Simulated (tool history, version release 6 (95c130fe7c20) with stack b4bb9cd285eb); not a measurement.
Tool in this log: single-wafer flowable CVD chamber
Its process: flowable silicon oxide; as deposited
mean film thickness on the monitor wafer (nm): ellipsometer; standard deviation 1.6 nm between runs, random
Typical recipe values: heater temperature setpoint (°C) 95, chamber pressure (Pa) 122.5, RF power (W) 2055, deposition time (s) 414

| run | hour | heater temperature setpoint (°C) | chamber pressure (Pa) | RF power (W) | deposition time (s) | read-back reference wafer on the same gauge, thickness_nm | mean film thickness on the monitor wafer (nm) |
|---|---|---|---|---|---|---|---|
| 1 | 0 | 95 | 122.5 | 1800 | 381 | 264.019 | 317.041 |
| 2 | 16.4 | 95 | 122.5 | 1800 | 381 | 264.118 | 319.691 |
| 3 | 31.4 | 95 | 122.5 | 2055 | 414 | 264.108 | 360.519 |
| 4 | 51.4 | 95 | 122.5 | 2055 | 414 | 263.852 | 366.374 |
| 5 | 75.5 | 95 | 122.5 | 2055 | 414 | 264.382 | 364.674 |
| 6 | 104.4 | 95 | 122.5 | 1810 | 414 | 263.987 | 348.994 |
|  | 145.2 | thermocouple changed; heater temperature recalibrated |
| 7 | 145.7 | 95 | 122.5 | 2055 | 414 | 263.78 | 312.705 |
| 8 | 161.9 | 95 | 122.5 | 2055 | 414 | 263.298 | 315.929 |
|  | 189.4 | capacitance manometer re-zeroed and calibrated |
| 9 | 197.5 | 95 | 122.5 | 2055 | 414 | 264.035 | 312.459 |
|  | 206.8 | showerhead replaced |
| 10 | 216.7 | 104 | 142.8 | 2270 | 414 | 264.129 | 274.842 |
| 11 | 247.2 | 86 | 95.9 | 1770 | 346 | 264.207 | 264.542 |
|  | 265.9 | RF generator calibrated |
|  | 268 | gauge calibrated |
| 12 | 271.4 | 104 | 122.5 | 2055 | 414 | 263.955 | 236.849 |
| 13 | 293.2 | 95 | 122.5 | 2055 | 414 | 263.677 | 317.385 |
| 14 | 311.4 | 95 | 122.5 | 2055 | 383 | 263.785 | 294.895 |
| 15 | 344.6 | 108 | 122.5 | 2360 | 414 | 263.513 | 213.386 |
| 16 | 357.4 | 83 | 93.1 | 1875 | 377 | 263.829 | 322.947 |
| 17 | 380.8 | 88 | 108.9 | 1740 | 339 | 263.449 | 277.902 |

Branching from run 17: 4 alternative next runs. What would each branch give?
| A | 381.3 | 95 | 122.5 | 2055 | 414 | ? | ? |
| B | 381.3 | 109 | 122.5 | 2055 | 414 | ? | ? |
| C | 381.3 | 95 | 132.1 | 2055 | 414 | ? | ? |
| D | 381.3 | 107 | 110.7 | 2055 | 381 | ? | ? |

| run | read-back reference wafer on the same gauge, thickness_nm | mean film thickness on the monitor wafer (nm) |
|---|---|---|
| A | 264.117 | 319.107 |
| B | 264.117 | 202.536 |
| C | 264.117 | 340.966 |
| D | 264.117 | 181.911 |
Had the tool no hidden state, the same runs would have come out as:
| run | mean film thickness on the monitor wafer (nm) |
|---|---|
| A | 307.844 |
| B | 195.489 |
| C | 328.931 |
| D | 175.518 |
